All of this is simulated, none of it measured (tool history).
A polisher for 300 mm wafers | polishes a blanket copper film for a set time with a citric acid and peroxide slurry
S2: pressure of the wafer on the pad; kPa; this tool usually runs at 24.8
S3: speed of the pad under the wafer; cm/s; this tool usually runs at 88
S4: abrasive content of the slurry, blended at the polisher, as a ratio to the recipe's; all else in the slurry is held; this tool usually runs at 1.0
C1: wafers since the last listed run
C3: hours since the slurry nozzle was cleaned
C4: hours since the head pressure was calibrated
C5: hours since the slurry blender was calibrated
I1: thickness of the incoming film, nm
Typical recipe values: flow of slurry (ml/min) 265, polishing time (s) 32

{"run": 1, "hour": 0.0, "flow of slurry (ml/min)": 265, "S2": 24.8, "S3": 88, "S4": 1.0, "polishing time (s)": 32, "C1": 0, "wafers polished on this pad": 669, "C3": 223.7, "C4": 516.4, "C5": 69.6, "I1": 585.9, "film removed (Å)": 774}
{"hour": 1.1, "done": "worn pad replaced by a new one"}
{"run": 2, "hour": 13.5, "flow of slurry (ml/min)": 265, "S2": 24.8, "S3": 88, "S4": 0.8, "polishing time (s)": 32, "C1": 72, "wafers polished on this pad": 72, "C3": 237.2, "C4": 529.9, "C5": 83.1, "I1": 594.7, "film removed (Å)": 774}
{"run": 3, "hour": 38.4, "flow of slurry (ml/min)": 265, "S2": 24.8, "S3": 88, "S4": 0.8, "polishing time (s)": 32, "C1": 145, "wafers polished on this pad": 218, "C3": 262.1, "C4": 554.8, "C5": 108.0, "I1": 593.9, "film removed (Å)": 754}
{"run": 4, "hour": 61.7, "flow of slurry (ml/min)": 265, "S2": 24.8, "S3": 88, "S4": 1.0, "polishing time (s)": 32, "C1": 136, "wafers polished on this pad": 354, "C3": 285.4, "C4": 578.1, "C5": 131.3, "I1": 608.5, "film removed (Å)": 783}
{"hour": 69.7, "done": "slurry blender recalibrated"}
{"hour": 105.5, "done": "worn pad replaced by a new one"}
{"run": 5, "hour": 150.2, "flow of slurry (ml/min)": 265, "S2": 24.8, "S3": 88, "S4": 1.0, "polishing time (s)": 32, "C1": 483, "wafers polished on this pad": 261, "C3": 373.9, "C4": 666.6, "C5": 80.5, "I1": 606.7, "film removed (Å)": 797}
{"hour": 211.2, "done": "slurry blender recalibrated"}
{"hour": 230.0, "done": "worn pad replaced by a new one"}
{"run": 6, "hour": 257.9, "flow of slurry (ml/min)": 265, "S2": 24.8, "S3": 88, "S4": 1.0, "polishing time (s)": 32, "C1": 595, "wafers polished on this pad": 163, "C3": 481.6, "C4": 774.3, "C5": 46.7, "I1": 594.6, "film removed (Å)": 796}
{"run": 7, "hour": 272.1, "flow of slurry (ml/min)": 265, "S2": 24.8, "S3": 88, "S4": 1.0, "polishing time (s)": 32, "C1": 83, "wafers polished on this pad": 246, "C3": 495.8, "C4": 788.5, "C5": 60.9, "I1": 597.9, "film removed (Å)": 789}
{"run": 8, "hour": 290.6, "flow of slurry (ml/min)": 265, "S2": 24.8, "S3": 88, "S4": 1.0, "polishing time (s)": 32, "C1": 108, "wafers polished on this pad": 355, "C3": 514.3, "C4": 807.0, "C5": 79.4, "I1": 603.2, "film removed (Å)": 787}
{"hour": 327.9, "done": "slurry blender recalibrated"}
{"hour": 337.2, "done": "worn pad replaced by a new one"}
{"hour": 342.3, "done": "head pressure recalibrated"}
{"run": 9, "hour": 358.3, "flow of slurry (ml/min)": 320, "S2": 24.8, "S3": 80, "S4": 1.0, "polishing time (s)": 24, "C1": 349, "wafers polished on this pad": 111, "C3": 582.0, "C4": 16.0, "C5": 30.4, "I1": 595.3, "film removed (Å)": 554}
{"run": 10, "hour": 392.7, "flow of slurry (ml/min)": 265, "S2": 24.8, "S3": 100, "S4": 1.0, "polishing time (s)": 32, "C1": 201, "wafers polished on this pad": 313, "C3": 616.4, "C4": 50.4, "C5": 64.8, "I1": 589.0, "film removed (Å)": 908}
{"run": 11, "hour": 422.1, "flow of slurry (ml/min)": 265, "S2": 24.8, "S3": 88, "S4": 1.0, "polishing time (s)": 32, "C1": 172, "wafers polished on this pad": 485, "C3": 645.8, "C4": 79.8, "C5": 94.2, "I1": 610.4, "film removed (Å)": 783}
{"hour": 435.7, "done": "worn pad replaced by a new one"}
{"hour": 439.2, "done": "slurry nozzle cleaned"}
{"run": 12, "hour": 441.6, "flow of slurry (ml/min)": 305, "S2": 24.8, "S3": 88, "S4": 1.0, "polishing time (s)": 32, "C1": 84, "wafers polished on this pad": 28, "C3": 2.4, "C4": 99.3, "C5": 113.7, "I1": 595.6, "film removed (Å)": 813}
{"hour": 449.3, "done": "slurry blender recalibrated"}
{"run": 13, "hour": 490.9, "flow of slurry (ml/min)": 265, "S2": 24.8, "S3": 88, "S4": 1.0, "polishing time (s)": 32, "C1": 276, "wafers polished on this pad": 305, "C3": 51.7, "C4": 148.6, "C5": 41.6, "I1": 595.6, "film removed (Å)": 777}
{"run": 14, "hour": 504.9, "flow of slurry (ml/min)": 265, "S2": 19.3, "S3": 88, "S4": 1.0, "polishing time (s)": 40, "C1": 81, "wafers polished on this pad": 387, "C3": 65.7, "C4": 162.6, "C5": 55.6, "I1": 593.0, "film removed (Å)": 852}
{"run": 15, "hour": 532.8, "flow of slurry (ml/min)": 265, "S2": 21.4, "S3": 88, "S4": 1.0, "polishing time (s)": 32, "C1": 163, "wafers polished on this pad": 551, "C3": 93.6, "C4": 190.5, "C5": 83.5, "I1": 604.5, "film removed (Å)": 711}
{"hour": 553.6, "done": "worn pad replaced by a new one"}
{"run": 16, "hour": 558.5, "flow of slurry (ml/min)": 265, "S2": 24.8, "S3": 88, "S4": 1.2, "polishing time (s)": 32, "C1": 127, "wafers polished on this pad": 28, "C3": 119.3, "C4": 216.2, "C5": 109.2, "I1": 598.3, "film removed (Å)": 845}
{"hour": 571.2, "done": "slurry blender recalibrated"}
{"run": 17, "hour": 577.7, "flow of slurry (ml/min)": 265, "S2": 20.7, "S3": 98, "S4": 1.0, "polishing time (s)": 28, "C1": 100, "wafers polished on this pad": 129, "C3": 138.5, "C4": 235.4, "C5": 6.5, "I1": 589.9, "film removed (Å)": 687}

Here are 3 independent what-if runs from the current tool condition. What would each one return?
{"run": "A", "hour": 578.1, "flow of slurry (ml/min)": 265, "S2": 32.4, "S3": 88, "S4": 1.0, "polishing time (s)": 32, "C1": 2, "wafers polished on this pad": 131, "C3": 138.9, "C4": 235.8, "C5": 6.9, "I1": 592.8, "film removed (Å)": "?"}
{"run": "B", "hour": 578.1, "flow of slurry (ml/min)": 170, "S2": 24.8, "S3": 76, "S4": 1.0, "polishing time (s)": 25, "C1": 2, "wafers polished on this pad": 131, "C3": 138.9, "C4": 235.8, "C5": 6.9, "I1": 592.8, "film removed (Å)": "?"}
{"run": "C", "hour": 578.1, "flow of slurry (ml/min)": 265, "S2": 24.8, "S3": 88, "S4": 1.0, "polishing time (s)": 35, "C1": 2, "wafers polished on this pad": 131, "C3": 138.9, "C4": 235.8, "C5": 6.9, "I1": 592.8, "film removed (Å)": "?"}

run=A film_removed_(Å)=940
run=B film_removed_(Å)=514
run=C film_removed_(Å)=872
Had the tool no hidden state, the same runs would have come out as:
run=A film_removed_(Å)=966
run=B film_removed_(Å)=528
run=C film_removed_(Å)=896
